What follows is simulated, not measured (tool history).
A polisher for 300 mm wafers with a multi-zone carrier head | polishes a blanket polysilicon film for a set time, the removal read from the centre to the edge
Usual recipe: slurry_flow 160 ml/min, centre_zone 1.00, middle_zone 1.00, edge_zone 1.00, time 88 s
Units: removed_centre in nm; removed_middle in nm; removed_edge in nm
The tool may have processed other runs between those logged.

run	hour	slurry_flow	centre_zone	middle_zone	edge_zone	time	incoming thickness of the incoming film, nm	removed_centre	removed_middle	removed_edge
1	0.0	160	1.00	1.00	1.00	88	2053.2	458.4	464.0	476.9
# hour 10.3: worn pad replaced by a new one
2	32.3	160	1.00	1.00	1.00	88	2080.6	462.3	460.2	487.1
3	50.1	160	1.00	1.00	1.00	88	2068.2	472.3	465.6	472.3
4	76.5	160	1.00	0.92	1.00	88	2064.9	454.5	440.9	470.5
5	182.0	160	1.00	1.00	1.00	88	2082.9	465.4	455.9	478.3
# hour 195.7: worn pad replaced by a new one
6	201.9	160	1.00	1.00	1.00	88	2025.2	472.3	463.4	475.1
7	228.5	160	1.00	1.00	1.00	88	2053.6	464.9	458.1	484.0
8	262.0	160	1.00	1.00	1.00	88	2077.8	477.0	464.5	475.4
9	288.4	160	1.00	1.00	1.00	88	2064.0	465.2	463.9	475.5
# hour 310.7: edge zone pressure recalibrated
10	311.2	160	1.00	1.00	1.00	88	2045.0	463.6	461.4	483.5
11	328.6	160	1.00	1.00	1.00	88	2080.3	466.8	468.0	477.8
12	346.3	160	0.96	1.00	1.00	88	2087.6	447.5	464.4	483.3
# hour 363.4: carrier head's membrane replaced by a new one
# hour 373.2: centre zone pressure recalibrated
# hour 375.4: worn pad replaced by a new one
13	375.9	175	1.03	1.12	1.00	103	2046.0	575.6	611.4	556.0
14	386.3	210	0.95	0.96	1.00	109	2061.4	573.0	586.5	615.8
# hour 387.9: slurry nozzle cleaned
15	415.6	195	1.11	0.92	1.00	88	2036.5	534.1	446.5	485.4
16	442.1	160	1.00	1.00	1.00	88	2056.1	466.0	472.3	468.8
17	466.9	160	0.88	1.06	0.96	88	2058.4	413.4	486.0	462.9
18	491.9	160	0.92	1.00	1.00	88	2060.0	426.6	466.4	478.4
19	516.0	160	0.88	1.08	1.00	88	2041.5	401.9	496.1	477.2
20	538.6	200	1.00	1.00	1.00	88	2073.3	485.6	480.5	498.3

Hidden state, per run?
removal rate lost through wear of the pad, %: 0 at every run
slurry flow missing at the pad, %: 0 at every run
deviation of the centre zone's pressure from its setpoint, %: 0 at every run
deviation of the edge zone's pressure from its setpoint, %: 0 at every run
